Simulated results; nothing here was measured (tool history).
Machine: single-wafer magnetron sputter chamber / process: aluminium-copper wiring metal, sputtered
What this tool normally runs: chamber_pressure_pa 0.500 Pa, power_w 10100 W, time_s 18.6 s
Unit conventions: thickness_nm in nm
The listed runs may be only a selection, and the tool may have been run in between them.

| run | hour | chamber_pressure_pa | power_w | time_s | read-back reference wafer on the same gauge, thickness_nm | thickness_nm |
|---|---|---|---|---|---|---|
| 1 | 0.0 | 0.500 | 10100 | 18.6 | 345.066 | 347.981 |
| 2 | 12.1 | 0.500 | 10100 | 18.6 | 344.949 | 346.212 |
| 3 | 53.3 | 0.500 | 10100 | 18.6 | 344.958 | 347.087 |
| 4 | 61.9 | 0.500 | 10100 | 18.6 | 345.069 | 347.228 |
| 5 | 81.3 | 0.357 | 11850 | 18.6 | 344.977 | 435.200 |
| 6 | 87.6 | 0.500 | 10100 | 20.7 | 345.094 | 387.007 |
| 7 | 101.0 | 0.500 | 10100 | 20.0 | 345.039 | 373.342 |
|  | 115.5 | magnet pack replaced |
| 8 | 116.0 | 0.500 | 10100 | 20.0 | 344.971 | 372.756 |
|  | 138.0 | sputter target and shields replaced |
| 9 | 138.5 | 0.500 | 10100 | 18.6 | 344.995 | 346.579 |
| 10 | 148.5 | 0.500 | 10100 | 18.6 | 345.084 | 346.750 |
| 11 | 157.5 | 0.500 | 10750 | 18.6 | 344.932 | 369.405 |
| 12 | 169.8 | 0.412 | 11350 | 18.6 | 345.014 | 405.438 |
| 13 | 187.3 | 0.575 | 8100 | 18.6 | 344.987 | 269.866 |
|  | 202.8 | capacitance manometer re-zeroed and calibrated |
| 14 | 203.3 | 0.500 | 10100 | 18.6 | 345.037 | 348.237 |
|  | 216.8 | gauge calibrated |
| 15 | 218.3 | 0.667 | 10100 | 21.7 | 345.066 | 374.062 |
| 16 | 230.0 | 0.500 | 10100 | 16.7 | 344.932 | 312.202 |
| 17 | 242.4 | 0.400 | 11500 | 21.6 | 345.056 | 481.168 |
| 18 | 251.5 | 0.500 | 10100 | 18.6 | 345.011 | 346.498 |
| 19 | 263.5 | 0.575 | 8100 | 18.6 | 344.982 | 268.879 |
| 20 | 269.8 | 0.500 | 10100 | 17.3 | 344.955 | 322.852 |
| 21 | 280.3 | 0.426 | 11550 | 21.8 | 344.918 | 483.080 |

For run 22, what comes out?
| 22 | 302.7 | 0.500 | 10100 | 18.6 | ? | ? |

{"run 22": {"read-back reference wafer on the same gauge, thickness_nm": 345.102, "thickness_nm": 346.968}}
If the tool had no hidden condition, the same run with the same run-to-run variation would have returned thickness_nm 346.968 nm.

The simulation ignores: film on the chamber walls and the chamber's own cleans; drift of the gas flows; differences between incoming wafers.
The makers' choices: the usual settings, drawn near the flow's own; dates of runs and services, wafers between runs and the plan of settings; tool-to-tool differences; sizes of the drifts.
